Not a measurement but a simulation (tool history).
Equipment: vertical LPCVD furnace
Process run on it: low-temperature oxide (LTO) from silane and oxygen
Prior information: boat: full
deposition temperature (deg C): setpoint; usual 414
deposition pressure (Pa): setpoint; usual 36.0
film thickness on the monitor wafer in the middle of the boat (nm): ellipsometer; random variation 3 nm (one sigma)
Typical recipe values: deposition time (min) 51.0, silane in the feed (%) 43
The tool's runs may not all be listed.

| run | hour | deposition temperature (deg C) | deposition pressure (Pa) | deposition time (min) | silane in the feed (%) | wafers since the last listed run | hours since the last temperature calibration | hours since the pressure gauge was zeroed | hours since the silane flow controller was replaced | hours since the gauge calibration | read-back reference wafer on the same gauge, thickness | film thickness on the monitor wafer in the middle of the boat (nm) |
|---|---|---|---|---|---|---|---|---|---|---|---|---|
| 1 | 0.0 | 414 | 36.0 | 63.0 | 43 | 0 | 1713.2 | 2058.7 | 5037.7 | 255.8 | 775.81 | 937.68 |
| 2 | 30.6 | 414 | 36.0 | 63.0 | 43 | 394 | 1743.8 | 2089.3 | 5068.3 | 286.4 | 775.41 | 938.23 |
| 3 | 63.5 | 414 | 36.0 | 63.0 | 43 | 424 | 1776.7 | 2122.2 | 5101.2 | 319.3 | 776.68 | 944.39 |
| 4 | 99.8 | 414 | 36.0 | 51.0 | 43 | 468 | 1813.0 | 2158.5 | 5137.5 | 355.6 | 776.38 | 766.21 |
| 5 | 137.3 | 414 | 36.0 | 51.0 | 43 | 483 | 1850.5 | 2196.0 | 5175.0 | 393.1 | 775.68 | 761.40 |
| 6 | 165.3 | 414 | 36.0 | 51.0 | 43 | 361 | 1878.5 | 2224.0 | 5203.0 | 421.1 | 775.11 | 759.36 |
| 7 | 199.8 | 414 | 36.0 | 61.0 | 43 | 445 | 1913.0 | 2258.5 | 5237.5 | 455.6 | 775.47 | 907.02 |
| 8 | 252.2 | 414 | 36.0 | 61.0 | 43 | 676 | 1965.4 | 2310.9 | 5289.9 | 508.0 | 775.70 | 910.99 |
| 9 | 295.9 | 414 | 39.3 | 51.0 | 43 | 563 | 2009.1 | 2354.6 | 5333.6 | 551.7 | 776.24 | 839.81 |
| 10 | 361.4 | 414 | 39.3 | 51.0 | 43 | 845 | 2074.6 | 2420.1 | 5399.1 | 617.2 | 775.42 | 833.11 |
| 11 | 416.9 | 420 | 36.0 | 51.0 | 43 | 716 | 2130.1 | 2475.6 | 5454.6 | 672.7 | 776.65 | 809.45 |
| 12 | 455.8 | 420 | 36.0 | 51.0 | 43 | 501 | 2169.0 | 2514.5 | 5493.5 | 711.6 | 775.40 | 807.23 |
|  | 482.4 | thermocouples replaced and temperature profile calibrated |
| 13 | 489.9 | 420 | 36.0 | 51.0 | 43 | 130 | 7.5 | 2548.6 | 5527.6 | 745.7 | 776.09 | 813.76 |
| 14 | 518.9 | 405 | 29.3 | 51.0 | 43 | 374 | 36.5 | 2577.6 | 5556.6 | 774.7 | 776.04 | 560.81 |
| 15 | 589.7 | 405 | 29.3 | 51.0 | 43 | 913 | 107.3 | 2648.4 | 5627.4 | 845.5 | 775.08 | 554.91 |
| 16 | 637.9 | 405 | 29.3 | 51.0 | 43 | 621 | 155.5 | 2696.6 | 5675.6 | 893.7 | 776.13 | 557.22 |
| 17 | 681.2 | 414 | 36.0 | 36.0 | 48 | 558 | 198.8 | 2739.9 | 5718.9 | 937.0 | 775.73 | 593.26 |
| 18 | 711.4 | 405 | 27.3 | 59.5 | 48 | 389 | 229.0 | 2770.1 | 5749.1 | 967.2 | 776.68 | 670.20 |
| 19 | 768.8 | 414 | 36.0 | 51.0 | 43 | 740 | 286.4 | 2827.5 | 5806.5 | 1024.6 | 776.33 | 759.73 |
| 20 | 804.0 | 421 | 36.0 | 60.5 | 43 | 454 | 321.6 | 2862.7 | 5841.7 | 1059.8 | 775.11 | 965.93 |
|  | 824.0 | gauge calibrated |
|  | 891.0 | silane flow controller replaced |
| 21 | 999.0 | 425 | 30.7 | 69.5 | 39 | 2206 | 516.6 | 3057.7 | 108.0 | 175.0 | 776.38 | 886.88 |
| 22 | 1064.7 | 414 | 36.0 | 51.0 | 37 | 847 | 582.3 | 3123.4 | 173.7 | 240.7 | 775.92 | 639.12 |
|  | 1124.7 | pressure gauge zeroed |
| 23 | 1125.2 | 419 | 28.0 | 35.5 | 40 | 470 | 642.8 | 0.5 | 234.2 | 301.2 | 776.18 | 417.96 |
| 24 | 1161.0 | 414 | 36.0 | 51.0 | 40 | 461 | 678.6 | 36.3 | 270.0 | 337.0 | 776.01 | 731.73 |
| 25 | 1189.7 | 418 | 36.0 | 71.0 | 46 | 370 | 707.3 | 65.0 | 298.7 | 365.7 | 776.85 | 1218.77 |
| 26 | 1253.7 | 414 | 36.0 | 51.0 | 49 | 825 | 771.3 | 129.0 | 362.7 | 429.7 | 776.29 | 891.42 |
| 27 | 1281.7 | 414 | 36.0 | 51.0 | 43 | 361 | 799.3 | 157.0 | 390.7 | 457.7 | 775.93 | 788.41 |
| 28 | 1314.0 | 414 | 44.0 | 51.0 | 43 | 416 | 831.6 | 189.3 | 423.0 | 490.0 | 776.32 | 955.60 |
| 29 | 1339.2 | 414 | 32.7 | 69.0 | 40 | 325 | 856.8 | 214.5 | 448.2 | 515.2 | 776.23 | 887.40 |
| 30 | 1370.3 | 402 | 32.7 | 34.0 | 39 | 401 | 887.9 | 245.6 | 479.3 | 546.3 | 775.64 | 376.45 |
| 31 | 1424.2 | 414 | 28.7 | 36.0 | 43 | 695 | 941.8 | 299.5 | 533.2 | 600.2 | 776.38 | 437.66 |
| 32 | 1449.9 | 414 | 36.0 | 51.0 | 43 | 331 | 967.5 | 325.2 | 558.9 | 625.9 | 775.81 | 786.36 |

Selected run-to-run steps in film thickness on the monitor wafer in the middle of the boat (nm), each split into two signed amounts: the part the tool would show with no hidden state at all (from settings, incoming material and random variation), and the remainder, which goes to the hidden state together with any gauge scatter not common to the measured and the hidden-state-free results:
What the log doesn't record here: true tube temperature minus thermocouple reading, K; true pressure minus gauge reading, mTorr; deviation of the silane flow from its setpoint, %; gauge reads high (%).
Run 17 -> 18: deposition temperature (deg C) 414 -> 405, deposition pressure (Pa) 36.0 -> 27.3, deposition time (min) 36.0 -> 59.5. film thickness on the monitor wafer in the middle of the boat (nm) +76.94: hidden state -13.09, all else +90.03.
Run 21 -> 22: deposition temperature (deg C) 425 -> 414, deposition pressure (Pa) 30.7 -> 36.0, deposition time (min) 69.5 -> 51.0, silane in the feed (%) 39 -> 37. film thickness on the monitor wafer in the middle of the boat (nm) -247.76: hidden state +17.94, all else -265.70.
Run 22 -> 23: deposition temperature (deg C) 414 -> 419, deposition pressure (Pa) 36.0 -> 28.0, deposition time (min) 51.0 -> 35.5, silane in the feed (%) 37 -> 40, pressure gauge zeroed. film thickness on the monitor wafer in the middle of the boat (nm) -221.16: hidden state +28.44, all else -249.60.
Run 24 -> 25: deposition temperature (deg C) 414 -> 418, deposition time (min) 51.0 -> 71.0, silane in the feed (%) 40 -> 46. film thickness on the monitor wafer in the middle of the boat (nm) +487.04: hidden state -2.15, all else +489.19.
Run 29 -> 30: deposition temperature (deg C) 414 -> 402, deposition time (min) 69.0 -> 34.0, silane in the feed (%) 40 -> 39. film thickness on the monitor wafer in the middle of the boat (nm) -510.95: hidden state +4.34, all else -515.29.
Run 31 -> 32: deposition pressure (Pa) 28.7 -> 36.0, deposition time (min) 36.0 -> 51.0. film thickness on the monitor wafer in the middle of the boat (nm) +348.70: hidden state -3.44, all else +352.14.
